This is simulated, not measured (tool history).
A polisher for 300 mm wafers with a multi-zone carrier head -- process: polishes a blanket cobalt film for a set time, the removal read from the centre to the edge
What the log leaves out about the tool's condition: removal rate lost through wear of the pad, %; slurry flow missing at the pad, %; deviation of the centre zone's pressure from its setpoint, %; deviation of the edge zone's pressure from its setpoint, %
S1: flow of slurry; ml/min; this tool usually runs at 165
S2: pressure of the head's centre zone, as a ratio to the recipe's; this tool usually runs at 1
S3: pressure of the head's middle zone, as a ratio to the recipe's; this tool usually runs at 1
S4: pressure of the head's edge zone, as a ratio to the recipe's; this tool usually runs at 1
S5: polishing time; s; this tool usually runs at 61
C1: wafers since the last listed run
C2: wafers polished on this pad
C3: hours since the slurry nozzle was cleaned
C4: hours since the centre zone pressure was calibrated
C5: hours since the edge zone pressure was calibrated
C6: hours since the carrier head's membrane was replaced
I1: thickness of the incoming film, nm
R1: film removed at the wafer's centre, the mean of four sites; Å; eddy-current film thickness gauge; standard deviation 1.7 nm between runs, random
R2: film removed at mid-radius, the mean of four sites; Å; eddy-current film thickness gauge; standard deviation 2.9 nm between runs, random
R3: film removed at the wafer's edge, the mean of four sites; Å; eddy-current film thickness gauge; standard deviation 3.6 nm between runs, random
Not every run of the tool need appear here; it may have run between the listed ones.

| run | hour | S1 | S2 | S3 | S4 | S5 | C1 | C2 | C3 | C4 | C5 | C6 | I1 | R1 | R2 | R3 |
|---|---|---|---|---|---|---|---|---|---|---|---|---|---|---|---|---|
| 1 | 0 | 165 | 1 | 1 | 1 | 61 | 0 | 1234 | 586.7 | 27 | 69.2 | 707.7 | 1109.8 | 2451 | 2511 | 2563 |
| 2 | 8.8 | 165 | 1 | 1 | 1 | 61 | 93 | 1327 | 595.5 | 35.8 | 78 | 716.5 | 1102.1 | 2399 | 2489 | 2483 |
|  | 13.3 | worn pad replaced by a new one |
| 3 | 17.2 | 130 | 1 | 0.97 | 1.06 | 61 | 46 | 41 | 603.9 | 44.2 | 86.4 | 724.9 | 1101.3 | 2278 | 2269 | 2445 |
| 4 | 26.2 | 120 | 1 | 1 | 1 | 61 | 95 | 136 | 612.9 | 53.2 | 95.4 | 733.9 | 1084.7 | 2200 | 2293 | 2394 |
| 5 | 44 | 165 | 1 | 0.89 | 1 | 44 | 188 | 325 | 630.7 | 71 | 113.2 | 751.7 | 1117.2 | 1737 | 1616 | 1835 |
| 6 | 52 | 165 | 1.05 | 1.05 | 1.05 | 45 | 84 | 409 | 638.7 | 79 | 121.2 | 759.7 | 1097.1 | 1845 | 1888 | 1974 |
| 7 | 67.3 | 115 | 1 | 0.91 | 1 | 61 | 162 | 571 | 654 | 94.3 | 136.5 | 775 | 1114.5 | 2185 | 2097 | 2354 |
|  | 83.2 | slurry nozzle cleaned |
|  | 86 | carrier head's membrane replaced by a new one |
| 8 | 86.5 | 210 | 1.05 | 1.06 | 0.89 | 61 | 163 | 735 | 3.3 | 113.5 | 155.7 | 0.5 | 1089 | 2658 | 2672 | 2483 |
| 9 | 108.2 | 165 | 1 | 1 | 1 | 61 | 229 | 965 | 25 | 135.2 | 177.4 | 22.2 | 1110.3 | 2414 | 2487 | 2530 |
| 10 | 118.9 | 165 | 1 | 1 | 1 | 61 | 113 | 1078 | 35.7 | 145.9 | 188.1 | 32.9 | 1088.4 | 2412 | 2460 | 2545 |
| 11 | 131.5 | 165 | 1 | 1.04 | 0.93 | 61 | 133 | 1212 | 48.3 | 158.5 | 200.7 | 45.5 | 1087 | 2416 | 2592 | 2472 |
|  | 154.1 | worn pad replaced by a new one |
| 12 | 177.4 | 200 | 0.96 | 1.04 | 1 | 48 | 443 | 247 | 94.2 | 204.4 | 246.6 | 91.4 | 1117.3 | 1900 | 2061 | 1990 |
| 13 | 194.9 | 150 | 1 | 1.11 | 1 | 61 | 185 | 432 | 111.7 | 221.9 | 264.1 | 108.9 | 1103 | 2319 | 2627 | 2501 |
| 14 | 212.3 | 220 | 1.04 | 1.04 | 1 | 61 | 184 | 616 | 129.1 | 239.3 | 281.5 | 126.3 | 1096.8 | 2645 | 2746 | 2609 |
| 15 | 220.1 | 140 | 0.89 | 1.05 | 1.1 | 61 | 82 | 699 | 136.9 | 247.1 | 289.3 | 134.1 | 1104.2 | 2041 | 2468 | 2601 |
| 16 | 230.3 | 165 | 1 | 1.05 | 1 | 61 | 108 | 807 | 147.1 | 257.3 | 299.5 | 144.3 | 1109.5 | 2389 | 2558 | 2521 |
| 17 | 274.3 | 215 | 1 | 0.94 | 1 | 61 | 466 | 1273 | 191.1 | 301.3 | 343.5 | 188.3 | 1107 | 2465 | 2473 | 2628 |
|  | 280.9 | worn pad replaced by a new one |
| 18 | 287.8 | 165 | 1 | 1 | 0.89 | 61 | 100 | 72 | 204.6 | 314.8 | 357 | 201.8 | 1103.6 | 2397 | 2465 | 2414 |
| 19 | 295.1 | 165 | 1 | 1 | 1.08 | 70 | 77 | 150 | 211.9 | 322.1 | 364.3 | 209.1 | 1118.6 | 2711 | 2760 | 2938 |
| 20 | 329.3 | 165 | 1 | 1.08 | 1 | 47 | 362 | 512 | 246.1 | 356.3 | 398.5 | 243.3 | 1091.2 | 1831 | 2021 | 1961 |
| 21 | 336.8 | 165 | 1 | 1 | 1 | 61 | 79 | 591 | 253.6 | 363.8 | 406 | 250.8 | 1087.5 | 2366 | 2445 | 2520 |
| 22 | 363.4 | 210 | 1 | 1 | 1 | 61 | 281 | 873 | 280.2 | 390.4 | 432.6 | 277.4 | 1106.2 | 2478 | 2600 | 2627 |
| 23 | 379.8 | 115 | 1.04 | 1 | 1.04 | 76 | 173 | 1047 | 296.6 | 406.8 | 449 | 293.8 | 1108.1 | 2732 | 2815 | 2966 |

What if the next run were any one of these 3? Each begins from the tool's condition after run 23:
| A | 380.2 | 165 | 1.07 | 1 | 1 | 61 | 4 | 1051 | 297 | 407.2 | 449.4 | 294.2 | 1089.7 | ? | ? | ? |
| B | 380.2 | 165 | 1 | 1 | 1 | 46 | 4 | 1051 | 297 | 407.2 | 449.4 | 294.2 | 1089.7 | ? | ? | ? |
| C | 380.2 | 165 | 1.08 | 1 | 1 | 61 | 4 | 1051 | 297 | 407.2 | 449.4 | 294.2 | 1089.7 | ? | ? | ? |

| run | R1 | R2 | R3 |
|---|---|---|---|
| A | 2509 | 2486 | 2507 |
| B | 1767 | 1875 | 1890 |
| C | 2532 | 2486 | 2507 |
With the hidden condition removed and each run's random variation left untouched, the same runs would have given:
| run | R1 | R2 | R3 |
|---|---|---|---|
| A | 2630 | 2485 | 2507 |
| B | 1853 | 1875 | 1890 |
| C | 2655 | 2485 | 2507 |
